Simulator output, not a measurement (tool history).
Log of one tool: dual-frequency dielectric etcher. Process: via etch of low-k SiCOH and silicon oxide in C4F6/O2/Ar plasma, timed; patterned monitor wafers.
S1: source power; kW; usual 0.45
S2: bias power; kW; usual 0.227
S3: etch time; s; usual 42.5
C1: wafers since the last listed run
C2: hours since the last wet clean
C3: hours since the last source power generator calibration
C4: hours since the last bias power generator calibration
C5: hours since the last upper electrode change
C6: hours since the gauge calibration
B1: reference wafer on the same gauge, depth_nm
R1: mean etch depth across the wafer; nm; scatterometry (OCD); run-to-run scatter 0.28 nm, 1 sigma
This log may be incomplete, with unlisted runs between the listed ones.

run,hour,S1,S2,S3,C1,C2,C3,C4,C5,C6,B1,R1
1,0,0.45,0.227,38.5,0,443.8,1760.1,1551.4,3876.9,1076.2,105.8,110.9
2,44.6,0.45,0.227,42.5,390,488.4,1804.7,1596,3921.5,1120.8,105.8,121.6
# hour 98.3: upper electrode replaced
3,99,0.45,0.227,42.5,266,542.8,1859.1,1650.4,0.7,1175.2,105.9,121.8
4,123.5,0.45,0.227,42.5,214,567.3,1883.6,1674.9,25.2,1199.7,105.9,121.9
# hour 209.2: wet clean of the chamber
5,209.7,0.45,0.227,42.5,545,0.5,1969.8,1761.1,111.4,1285.9,106,122.4
6,254.6,0.45,0.227,42.5,393,45.4,2014.7,1806,156.3,1330.8,106.1,122.3
# hour 280.6: bias power generator calibrated
7,295.5,0.45,0.227,42.5,323,86.3,2055.6,14.9,197.2,1371.7,106.2,122.1
8,344.2,0.45,0.227,42.5,426,135,2104.3,63.6,245.9,1420.4,106.2,122.3
9,395.4,0.45,0.227,34.5,448,186.2,2155.5,114.8,297.1,1471.6,106.3,99.6
# hour 429.7: source power generator calibrated
10,468,0.51,0.199,34,601,258.8,38.3,187.4,369.7,1544.2,106.5,100.5
11,535.6,0.5,0.227,47.5,592,326.4,105.9,255,437.3,1611.8,106.5,145.7
12,574.7,0.37,0.227,33,342,365.5,145,294.1,476.4,1650.9,106.6,84
13,608.6,0.45,0.227,42.5,297,399.4,178.9,328,510.3,1684.8,106.6,123
14,635.9,0.45,0.227,42.5,239,426.7,206.2,355.3,537.6,1712.1,106.7,122.8
15,677.8,0.37,0.227,33,367,468.6,248.1,397.2,579.5,1754,106.9,84.3
16,736.7,0.37,0.227,33,516,527.5,307,456.1,638.4,1812.9,106.8,84.1
# hour 793.4: wet clean of the chamber
17,793.9,0.4,0.21,34,290,0.5,364.2,513.3,695.6,1870.1,106.9,88.7
# hour 811: gauge calibrated
18,832.1,0.4,0.201,30.5,334,38.7,402.4,551.5,733.8,21.1,105.3,77.2
19,901.8,0.45,0.227,42.5,610,108.4,472.1,621.2,803.5,90.8,105.4,121

Predict the results of run 20:
20,953.6,0.45,0.227,42.5,453,160.2,523.9,673,855.3,142.6,?,?

{"run 20": {"B1": 105.4, "R1": 121.1}}
With the hidden condition absent and the run-to-run variation left alone, this run would have shown R1 120.7 nm.
